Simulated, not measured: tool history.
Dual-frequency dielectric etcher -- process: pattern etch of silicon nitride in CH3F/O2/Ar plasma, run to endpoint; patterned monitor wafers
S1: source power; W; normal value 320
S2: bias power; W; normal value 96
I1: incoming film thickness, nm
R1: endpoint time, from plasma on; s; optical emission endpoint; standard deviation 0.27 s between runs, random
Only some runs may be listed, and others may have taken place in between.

| run | day | S1 | S2 | I1 | R1 |
|---|---|---|---|---|---|
| 1 | 0 | 320 | 96 | 35.53 | 46.4 |
|  | 3.729 | wet clean of the chamber |
| 2 | 3.888 | 320 | 96 | 35.9 | 49.2 |
| 3 | 5.792 | 320 | 96 | 35.47 | 48.5 |
| 4 | 7.9 | 320 | 96 | 35.45 | 47.8 |
| 5 | 9.683 | 320 | 106 | 35.59 | 46.7 |
| 6 | 13.554 | 350 | 112 | 35.93 | 44.2 |
| 7 | 16.929 | 350 | 112 | 35.52 | 43.7 |
| 8 | 20.217 | 320 | 96 | 35.33 | 46.7 |
| 9 | 23.446 | 320 | 96 | 35.45 | 46.2 |
| 10 | 26.354 | 320 | 96 | 35.59 | 46.8 |
| 11 | 28.196 | 260 | 82 | 35.67 | 51.8 |
|  | 31.192 | wet clean of the chamber |
| 12 | 31.212 | 260 | 82 | 35.46 | 54.4 |
| 13 | 32.583 | 260 | 82 | 35.51 | 54 |
|  | 32.888 | source power generator calibrated |
|  | 40.717 | upper electrode replaced, of another model than before |
| 14 | 40.738 | 320 | 112 | 35.63 | 44.4 |
| 15 | 42.588 | 320 | 112 | 35.84 | 44.6 |
|  | 45.15 | bias power generator calibrated |
| 16 | 46.788 | 380 | 108 | 35.77 | 43.5 |
| 17 | 51.238 | 320 | 96 | 35.5 | 46.8 |
|  | 55.325 | wet clean of the chamber |
| 18 | 55.346 | 380 | 77 | 35.74 | 52.9 |
| 19 | 64.292 | 320 | 96 | 35.9 | 48 |
| 20 | 65.796 | 300 | 78 | 35.59 | 53.1 |
| 21 | 68.804 | 250 | 80 | 35.2 | 53.1 |
| 22 | 70.317 | 380 | 77 | 35.69 | 51 |
| 23 | 74.521 | 320 | 81 | 35.41 | 50.2 |
| 24 | 76.829 | 370 | 89 | 35.21 | 45.7 |
|  | 81.267 | wet clean of the chamber |
| 25 | 81.975 | 390 | 96 | 35.78 | 47.2 |
| 26 | 84.046 | 290 | 111 | 35.37 | 45.1 |
| 27 | 85.604 | 260 | 73 | 35.79 | 57.6 |
| 28 | 87.946 | 400 | 76 | 35.57 | 52.1 |
| 29 | 90.121 | 250 | 86 | 35.62 | 52.7 |
|  | 90.862 | source power generator calibrated |
| 30 | 91.883 | 260 | 111 | 35.44 | 45.7 |

Forecast each of these 5 alternatives for the next run:
| A | 91.9 | 270 | 96 | 35.54 | ? |
| B | 91.9 | 380 | 96 | 35.54 | ? |
| C | 91.9 | 400 | 106 | 35.54 | ? |
| D | 91.9 | 360 | 111 | 35.54 | ? |
| E | 91.9 | 360 | 110 | 35.54 | ? |

| run | R1 |
|---|---|
| A | 48.8 |
| B | 45.9 |
| C | 43.3 |
| D | 43.1 |
| E | 43.3 |
Take away the tool's hidden state, keep each run's random variation, and the runs would have read:
| run | R1 |
|---|---|
| A | 49.9 |
| B | 47 |
| C | 44.3 |
| D | 44.1 |
| E | 44.3 |

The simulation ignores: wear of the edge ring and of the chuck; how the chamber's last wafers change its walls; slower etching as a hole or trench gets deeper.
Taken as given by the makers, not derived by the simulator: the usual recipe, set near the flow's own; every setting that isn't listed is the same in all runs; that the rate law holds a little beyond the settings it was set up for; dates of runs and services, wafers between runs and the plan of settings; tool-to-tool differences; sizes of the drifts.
